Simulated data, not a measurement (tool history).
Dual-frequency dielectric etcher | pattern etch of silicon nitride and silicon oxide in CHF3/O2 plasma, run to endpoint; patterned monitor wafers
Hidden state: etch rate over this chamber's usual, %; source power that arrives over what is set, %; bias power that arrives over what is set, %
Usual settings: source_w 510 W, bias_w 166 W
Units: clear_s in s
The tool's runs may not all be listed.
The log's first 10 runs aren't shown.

run	hour	source_w	bias_w	wafers since the last listed run	hours since the last wet clean	hours since the last source power generator calibration	hours since the last bias power generator calibration	hours since the last upper electrode change	incoming incoming film thickness, nm	clear_s
11	116.2	510	166	133	117.1	44.1	107.1	56.9	183.2	125.1
12	133.8	390	166	172	134.7	61.7	124.7	74.5	183.2	142.1
13	142.8	380	154	88	143.7	70.7	133.7	83.5	182.6	148.1
14	149.2	510	125	62	150.1	77.1	140.1	89.9	183.4	145.5
15	163.1	510	195	136	164.0	91.0	154.0	103.8	184.6	115.8
16	180.4	510	166	169	181.3	108.3	171.3	121.1	182.1	123.6
17	208.4	510	166	274	209.3	136.3	199.3	149.1	182.8	124.1
18	228.8	460	151	199	229.7	156.7	219.7	169.5	183.5	135.5

Run 19 comes next. What will it give?
19	241.6	510	135	125	242.5	169.5	232.5	182.3	183.9	?

clear_s: 137.5 s
Without the tool's hidden state the same run would have given clear_s 141.9 s.

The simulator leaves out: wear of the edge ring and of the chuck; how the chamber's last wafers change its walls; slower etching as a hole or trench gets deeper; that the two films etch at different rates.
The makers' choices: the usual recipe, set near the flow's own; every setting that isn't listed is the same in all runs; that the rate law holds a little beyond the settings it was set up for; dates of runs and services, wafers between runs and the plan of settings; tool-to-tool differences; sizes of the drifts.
